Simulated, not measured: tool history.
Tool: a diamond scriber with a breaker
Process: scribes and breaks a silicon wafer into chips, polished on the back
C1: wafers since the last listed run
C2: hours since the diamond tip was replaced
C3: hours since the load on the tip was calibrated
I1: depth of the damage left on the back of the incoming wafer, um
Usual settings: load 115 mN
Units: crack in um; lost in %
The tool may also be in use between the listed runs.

run 1 hour=0 | load=115 | C1=0 C2=515.3 C3=1434.7 | I1=0.02 | crack=11.81 lost=7.34
-- hour=67.6 load on the tip recalibrated
run 2 hour=107.7 | load=104 | C1=279 C2=623 C3=40.1 | I1=0.03 | crack=12.31 lost=6.09
run 3 hour=180.2 | load=115 | C1=191 C2=695.5 C3=112.6 | I1=0.03 | crack=13.05 lost=3.48
run 4 hour=287.1 | load=115 | C1=282 C2=802.4 C3=219.5 | I1=0.02 | crack=12.81 lost=3.96
-- hour=313.2 diamond tip replaced by a new one
run 5 hour=371.4 | load=115 | C1=217 C2=58.2 C3=303.8 | I1=0.04 | crack=13.55 lost=2.14
run 6 hour=428.6 | load=91 | C1=150 C2=115.4 C3=361 | I1=0.04 | crack=11.22 lost=10.81
run 7 hour=473.3 | load=91 | C1=117 C2=160.1 C3=405.7 | I1=0.04 | crack=11.33 lost=10.4
run 8 hour=614.1 | load=100 | C1=371 C2=300.9 C3=546.5 | I1=0.04 | crack=11.61 lost=8.83
run 9 hour=686.3 | load=115 | C1=190 C2=373.1 C3=618.7 | I1=0.04 | crack=12.74 lost=3.73
run 10 hour=766 | load=115 | C1=210 C2=452.8 C3=698.4 | I1=0.04 | crack=12.57 lost=4.8
run 11 hour=833.7 | load=115 | C1=178 C2=520.5 C3=766.1 | I1=0.02 | crack=12.52 lost=4.82
run 12 hour=1034.4 | load=102 | C1=529 C2=721.2 C3=966.8 | I1=0.01 | crack=11.1 lost=11.07
-- hour=1094.3 diamond tip replaced by a new one
run 13 hour=1115.3 | load=115 | C1=208 C2=21 C3=1047.7 | I1=0.01 | crack=12.95 lost=3.28
run 14 hour=1194.8 | load=137 | C1=209 C2=100.5 C3=1127.2 | I1=0.03 | crack=14.41 lost=1.88
run 15 hour=1236 | load=104 | C1=108 C2=141.7 C3=1168.4 | I1=0.04 | crack=11.39 lost=8.6
run 16 hour=1274.8 | load=85 | C1=102 C2=180.5 C3=1207.2 | I1=0.02 | crack=10.08 lost=21.9
run 17 hour=1371.4 | load=82 | C1=254 C2=277.1 C3=1303.8 | I1=0.02 | crack=9.21 lost=25.7
run 18 hour=1444.2 | load=145 | C1=192 C2=349.9 C3=1376.6 | I1=0.04 | crack=14.02 lost=2.16
-- hour=1497.9 load on the tip recalibrated
run 19 hour=1503.1 | load=93 | C1=150 C2=408.8 C3=5.2 | I1=0.04 | crack=11.28 lost=10.33
run 20 hour=1540.4 | load=144 | C1=98 C2=446.1 C3=42.5 | I1=0.04 | crack=15.41 lost=2.66
run 21 hour=1645.1 | load=115 | C1=276 C2=550.8 C3=147.2 | I1=0.03 | crack=13.05 lost=3.41
run 22 hour=1724.9 | load=138 | C1=210 C2=630.6 C3=227 | I1=0.02 | crack=14.48 lost=1.96
run 23 hour=1764.5 | load=115 | C1=104 C2=670.2 C3=266.6 | I1=0.03 | crack=12.88 lost=4.06
-- hour=1852.4 diamond tip replaced by a new one
run 24 hour=1852.9 | load=146 | C1=228 C2=0.5 C3=355 | I1=0.02 | crack=17.02 lost=5
run 25 hour=1907.3 | load=115 | C1=143 C2=54.9 C3=409.4 | I1=0.01 | crack=13.59 lost=2.15

3 ways to go on from here, each from the tool as it stands after run 25. What would each give?
run A hour=1907.9 | load=115 | C1=1 C2=55.5 C3=410 | I1=0.05 | crack=? lost=?
run B hour=1907.9 | load=126 | C1=1 C2=55.5 C3=410 | I1=0.05 | crack=? lost=?
run C hour=1907.9 | load=106 | C1=1 C2=55.5 C3=410 | I1=0.05 | crack=? lost=?

run=A crack=13.92 lost=2.23
run=B crack=14.85 lost=1.96
run=C crack=13.13 lost=3.58
Without the tool's hidden state the same runs would have given:
run=A crack=14.57 lost=1.9
run=B crack=15.54 lost=2.56
run=C crack=13.75 lost=2.43

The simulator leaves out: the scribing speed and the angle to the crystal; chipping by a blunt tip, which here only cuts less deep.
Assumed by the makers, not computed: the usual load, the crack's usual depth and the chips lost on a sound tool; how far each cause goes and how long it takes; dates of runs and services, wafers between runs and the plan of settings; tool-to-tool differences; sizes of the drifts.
